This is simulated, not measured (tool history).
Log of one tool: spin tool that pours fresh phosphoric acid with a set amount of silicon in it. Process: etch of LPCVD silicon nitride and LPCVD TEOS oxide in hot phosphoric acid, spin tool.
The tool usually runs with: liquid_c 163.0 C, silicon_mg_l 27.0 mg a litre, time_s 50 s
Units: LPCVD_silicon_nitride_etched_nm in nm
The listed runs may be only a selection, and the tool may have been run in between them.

run	hour	liquid_c	silicon_mg_l	time_s	wafers since the last listed run	hours since the thermometer was replaced	hours since the dissolved silicon flow meter was replaced	hours since the heated supply line was repaired	hours since the gauge calibration	read-back film thickness of the LPCVD silicon nitride reference wafer, read on the same gauge (nm)	LPCVD_silicon_nitride_etched_nm
1	0.0	163.0	27.0	30	0	24.1	1255.0	424.6	1078.2	90.007	2.835
2	31.0	163.0	27.0	30	322	55.1	1286.0	455.6	1109.2	89.976	2.867
3	64.6	163.0	27.0	50	350	88.7	1319.6	489.2	1142.8	89.967	4.757
4	136.1	163.0	27.0	50	744	160.2	1391.1	560.7	1214.3	89.997	4.840
# hour 172.4: thermometer replaced, repeated, since the last time left the tool worse
5	206.4	163.0	27.0	50	722	34.0	1461.4	631.0	1284.6	90.036	4.370
6	252.3	163.0	27.0	50	478	79.9	1507.3	676.9	1330.5	89.986	4.396
# hour 270.8: dissolved silicon flow meter replaced
7	305.0	163.0	27.0	50	538	132.6	34.2	729.6	1383.2	90.015	4.414
8	335.9	164.0	6.0	30	321	163.5	65.1	760.5	1414.1	89.998	2.714
9	371.2	163.0	27.0	30	367	198.8	100.4	795.8	1449.4	89.998	2.652
10	437.6	163.0	14.5	35	691	265.2	166.8	862.2	1515.8	90.023	3.123
11	465.1	164.0	10.0	50	286	292.7	194.3	889.7	1543.3	90.014	4.550
12	511.4	163.0	27.0	50	482	339.0	240.6	936.0	1589.6	89.982	4.450
13	588.8	163.0	44.0	50	806	416.4	318.0	1013.4	1667.0	89.991	4.502
14	631.0	161.0	42.5	75	439	458.6	360.2	1055.6	1709.2	90.039	6.306
15	669.9	163.0	11.5	50	405	497.5	399.1	1094.5	1748.1	89.988	4.514
# hour 677.2: gauge calibrated
# hour 684.3: heated supply line repaired
16	730.3	163.0	16.0	30	618	557.9	459.5	46.0	53.1	90.000	2.712
# hour 745.8: thermometer replaced
17	756.7	162.0	9.0	20	264	10.9	485.9	72.4	79.5	89.986	1.665
18	814.0	160.5	27.0	80	596	68.2	543.2	129.7	136.8	89.980	6.390
19	858.1	161.0	19.5	35	459	112.3	587.3	173.8	180.9	90.001	2.862
20	936.1	163.0	33.0	50	812	190.3	665.3	251.8	258.9	89.980	4.391
21	996.5	163.0	27.0	50	629	250.7	725.7	312.2	319.3	90.008	4.407

Predict each of these 5 candidate next runs independently; none follows another, all start after run 21:
A	996.9	163.0	27.0	50	4	251.1	726.1	312.6	319.7	?	?
B	996.9	162.0	38.0	30	4	251.1	726.1	312.6	319.7	?	?
C	996.9	161.5	15.0	65	4	251.1	726.1	312.6	319.7	?	?
D	996.9	161.0	42.0	30	4	251.1	726.1	312.6	319.7	?	?
E	996.9	161.5	20.5	65	4	251.1	726.1	312.6	319.7	?	?

run	read-back film thickness of the LPCVD silicon nitride reference wafer, read on the same gauge (nm)	LPCVD_silicon_nitride_etched_nm
A	89.996	4.368
B	89.996	2.535
C	89.996	5.403
D	89.996	2.452
E	89.996	5.403
With the hidden condition removed and each run's random variation left untouched, the same runs would have given:
run	LPCVD_silicon_nitride_etched_nm
A	4.287
B	2.488
C	5.303
D	2.407
E	5.303
